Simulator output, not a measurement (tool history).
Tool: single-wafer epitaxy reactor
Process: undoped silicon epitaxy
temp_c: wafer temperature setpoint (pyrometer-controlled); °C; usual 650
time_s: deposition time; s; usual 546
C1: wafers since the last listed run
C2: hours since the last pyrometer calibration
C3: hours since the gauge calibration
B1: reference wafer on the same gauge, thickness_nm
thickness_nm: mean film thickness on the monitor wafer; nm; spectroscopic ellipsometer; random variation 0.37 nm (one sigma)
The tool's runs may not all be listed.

{"run": 1, "day": 0.0, "temp_c": 650, "time_s": 546, "C1": 0, "C2": 236.6, "C3": 190.7, "B1": 99.95, "thickness_nm": 92.741}
{"run": 2, "day": 1.421, "temp_c": 650, "time_s": 546, "C1": 80, "C2": 270.7, "C3": 224.8, "B1": 99.958, "thickness_nm": 92.651}
{"run": 3, "day": 4.092, "temp_c": 650, "time_s": 546, "C1": 151, "C2": 334.8, "C3": 288.9, "B1": 99.916, "thickness_nm": 92.105}
{"run": 4, "day": 6.346, "temp_c": 650, "time_s": 546, "C1": 127, "C2": 388.9, "C3": 343, "B1": 99.881, "thickness_nm": 92.661}
{"run": 5, "day": 8.846, "temp_c": 650, "time_s": 546, "C1": 141, "C2": 448.9, "C3": 403, "B1": 99.958, "thickness_nm": 91.719}
{"run": 6, "day": 10.671, "temp_c": 650, "time_s": 546, "C1": 103, "C2": 492.7, "C3": 446.8, "B1": 99.95, "thickness_nm": 92.068}
{"day": 12.021, "done": "gauge calibrated"}
{"run": 7, "day": 12.562, "temp_c": 650, "time_s": 546, "C1": 107, "C2": 538.1, "C3": 13, "B1": 100.017, "thickness_nm": 91.524}
{"run": 8, "day": 13.588, "temp_c": 650, "time_s": 546, "C1": 57, "C2": 562.7, "C3": 37.6, "B1": 99.892, "thickness_nm": 91.437}
{"run": 9, "day": 16.275, "temp_c": 650, "time_s": 546, "C1": 152, "C2": 627.2, "C3": 102.1, "B1": 99.806, "thickness_nm": 91.194}
{"run": 10, "day": 17.596, "temp_c": 642, "time_s": 546, "C1": 74, "C2": 658.9, "C3": 133.8, "B1": 100.034, "thickness_nm": 77.751}
{"run": 11, "day": 19.308, "temp_c": 642, "time_s": 546, "C1": 96, "C2": 700, "C3": 174.9, "B1": 99.945, "thickness_nm": 78.238}

Forecast run 12:
{"run": 12, "day": 20.558, "temp_c": 644, "time_s": 518, "C1": 70, "C2": 730, "C3": 204.9, "B1": "?", "thickness_nm": "?"}

{"run 12": {"B1": 99.826, "thickness_nm": 77.256}}
Without the tool's hidden state the same run would have given thickness_nm 81.221 nm.

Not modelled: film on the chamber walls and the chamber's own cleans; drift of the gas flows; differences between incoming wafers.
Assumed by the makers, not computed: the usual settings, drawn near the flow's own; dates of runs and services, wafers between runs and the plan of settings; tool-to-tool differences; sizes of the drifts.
